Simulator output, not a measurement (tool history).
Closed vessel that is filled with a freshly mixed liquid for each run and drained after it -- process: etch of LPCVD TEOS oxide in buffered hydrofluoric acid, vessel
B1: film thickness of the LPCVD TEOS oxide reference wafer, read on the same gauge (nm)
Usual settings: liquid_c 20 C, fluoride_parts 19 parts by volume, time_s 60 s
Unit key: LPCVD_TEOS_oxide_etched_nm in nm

Run 1, hour 0: usual settings; B1 130.01. Result: LPCVD_TEOS_oxide_etched_nm 107.53 nm.
Run 2, hour 13.9: usual settings; B1 130.01. Result: LPCVD_TEOS_oxide_etched_nm 107.18 nm.
Run 3, hour 24.1: usual settings; B1 129.99. Result: LPCVD_TEOS_oxide_etched_nm 106.5 nm.
Run 4, hour 39.6: usual settings; B1 130.01. Result: LPCVD_TEOS_oxide_etched_nm 106.3 nm.
Run 5, hour 57.2: usual settings; B1 130.01. Result: LPCVD_TEOS_oxide_etched_nm 106.87 nm.
Run 6, hour 67.2: usual settings; B1 130.02. Result: LPCVD_TEOS_oxide_etched_nm 106.7 nm.
Run 7, hour 76.2: usual settings; B1 130. Result: LPCVD_TEOS_oxide_etched_nm 107.04 nm.
Run 8, hour 85.4: usual settings; B1 130.02. Result: LPCVD_TEOS_oxide_etched_nm 106.91 nm.
Run 9, hour 95.8: usual settings; B1 130. Result: LPCVD_TEOS_oxide_etched_nm 106.29 nm.
Run 10, hour 103.1: usual settings; B1 129.99. Result: LPCVD_TEOS_oxide_etched_nm 120.22 nm.
Run 11, hour 115.3: usual settings but liquid_c 17 C, time_s 45 s; B1 130. Result: LPCVD_TEOS_oxide_etched_nm 74.56 nm.
Run 12, hour 128.6: usual settings but liquid_c 23 C, time_s 85 s; B1 129.98. Result: LPCVD_TEOS_oxide_etched_nm 198.26 nm.
Run 13, hour 134.7: usual settings but liquid_c 22 C, fluoride_parts 13.5 parts by volume, time_s 95 s; B1 130.01. Result: LPCVD_TEOS_oxide_etched_nm 289.26 nm.
Run 14, hour 142: usual settings but liquid_c 18 C, fluoride_parts 22.5 parts by volume, time_s 80 s; B1 129.99. Result: LPCVD_TEOS_oxide_etched_nm 122.35 nm.
Run 15, hour 148.5: usual settings; B1 130. Result: LPCVD_TEOS_oxide_etched_nm 117.21 nm.
Run 16, hour 186.6: usual settings but liquid_c 17 C, fluoride_parts 15.5 parts by volume, time_s 80 s; B1 130.02. Result: LPCVD_TEOS_oxide_etched_nm 160.55 nm.
Run 17, hour 197.2: usual settings; B1 129.99. Result: LPCVD_TEOS_oxide_etched_nm 114.14 nm.
Run 18, hour 214.7: usual settings but time_s 45 s; B1 129.96. Result: LPCVD_TEOS_oxide_etched_nm 86.45 nm.
Run 19, hour 229.8: usual settings but liquid_c 24 C, time_s 50 s; B1 130.02. Result: LPCVD_TEOS_oxide_etched_nm 118.88 nm.
Run 20, hour 236.3: usual settings but liquid_c 23 C, fluoride_parts 23.5 parts by volume, time_s 30 s; B1 130.01. Result: LPCVD_TEOS_oxide_etched_nm 58.15 nm.

Put back what was entered between runs (3 entries, withheld): which listed runs does each sit between, and how does the hidden state differ from the listed run before to the listed run after?
Between runs 6 and 7: gauge calibrated (hour 72.4)
  hydrofluoric acid flow below the setpoint (%): 12.9 -> 13.1
  measured value less the no-hidden-state value, LPCVD_TEOS_oxide_etched_nm: -12.5 -> -12.71 nm
Between runs 9 and 10: hydrofluoric acid flow meter replaced (hour 102.6)
  hydrofluoric acid flow below the setpoint (%): 13.5 -> 0.644
  measured value less the no-hidden-state value, LPCVD_TEOS_oxide_etched_nm: -12.98 -> -0.77 nm
Between runs 11 and 12: thermometer replaced (hour 122.4)
  hydrofluoric acid flow below the setpoint (%): 0.88 -> 1.14
  measured value less the no-hidden-state value, LPCVD_TEOS_oxide_etched_nm: -0.65 -> -2.25 nm
